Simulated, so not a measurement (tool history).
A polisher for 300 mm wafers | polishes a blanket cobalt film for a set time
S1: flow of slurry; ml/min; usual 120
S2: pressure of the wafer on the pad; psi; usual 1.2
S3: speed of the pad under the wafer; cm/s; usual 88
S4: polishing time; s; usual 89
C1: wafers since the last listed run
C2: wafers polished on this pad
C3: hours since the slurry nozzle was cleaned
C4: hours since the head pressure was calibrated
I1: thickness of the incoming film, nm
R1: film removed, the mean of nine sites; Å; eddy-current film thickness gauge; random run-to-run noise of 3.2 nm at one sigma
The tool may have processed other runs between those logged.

run   hour   S1   S2   S3  S4   C1    C2     C3     C4     I1    R1
  1      0  120  1.2   88  89    0  1487  421.7  410.9  818.1  2133
  2   69.8  120  1.2   88  89  470  1957  491.5  480.7  834.2  2131
  3  103.9  120  1.2   88  89  229  2187  525.6  514.8  830.5  2140
     120.2  -- slurry nozzle cleaned
  4  163.4  120  1.2   88  89  394  2581   43.2  574.3    834  2124
     186.5  -- worn pad replaced by a new one
  5  214.3  120  1.2   88  89  315   186   94.1  625.2  836.5  2131
  6    262  120  1.2   88  89  321   508  141.8  672.9  842.2  2176
  7  292.2  120  1.2   88  89  203   711    172  703.1  835.5  2147
  8  353.8  120  1.2  106  89  414  1126  233.6  764.7  832.5  2664
  9    409  120  1.2  106  89  371  1498  288.8  819.9  847.6  2580
 10    470  120  1.2  106  89  410  1909  349.8  880.9  829.8  2610
 11    502  120  1.1   88  89  215  2124  381.8  912.9  833.6  1994
 12  527.6  120  1.2   76  89  172  2297  407.4  938.5  834.3  1862
     533.3  -- worn pad replaced by a new one
     542.2  -- head pressure recalibrated
 13  583.7  120  1.2   88  89  337   325  463.5   41.5  842.5  2118
 14  611.3  120  1.2   88  89  185   511  491.1   69.1  832.3  2119
 15  662.2  120  1.2   88  89  342   854    542    120  826.4  2140
 16  700.8  120  1.2   88  68  259  1114  580.6  158.6  842.3  1647
     713.4  -- slurry nozzle cleaned
 17  760.9  110  1.2   88  89  398  1512   47.5  218.7  841.3  2053
 18  785.9  100  1.3   80  61  168  1680   72.5  243.7  836.9  1384
 19  835.5  120  1.2  102  64  334  2014  122.1  293.3  839.6  1810

Run 20 has not been measured yet. What should we expect?
     901.4  -- worn pad replaced by a new one
 20  901.9  140  1.2  88  73  420   3  188.5  359.7  830.3   ?

{"run 20": {"R1": 1799}}
Minus the tool's unlogged condition, the same run would have read R1 1799 Å.
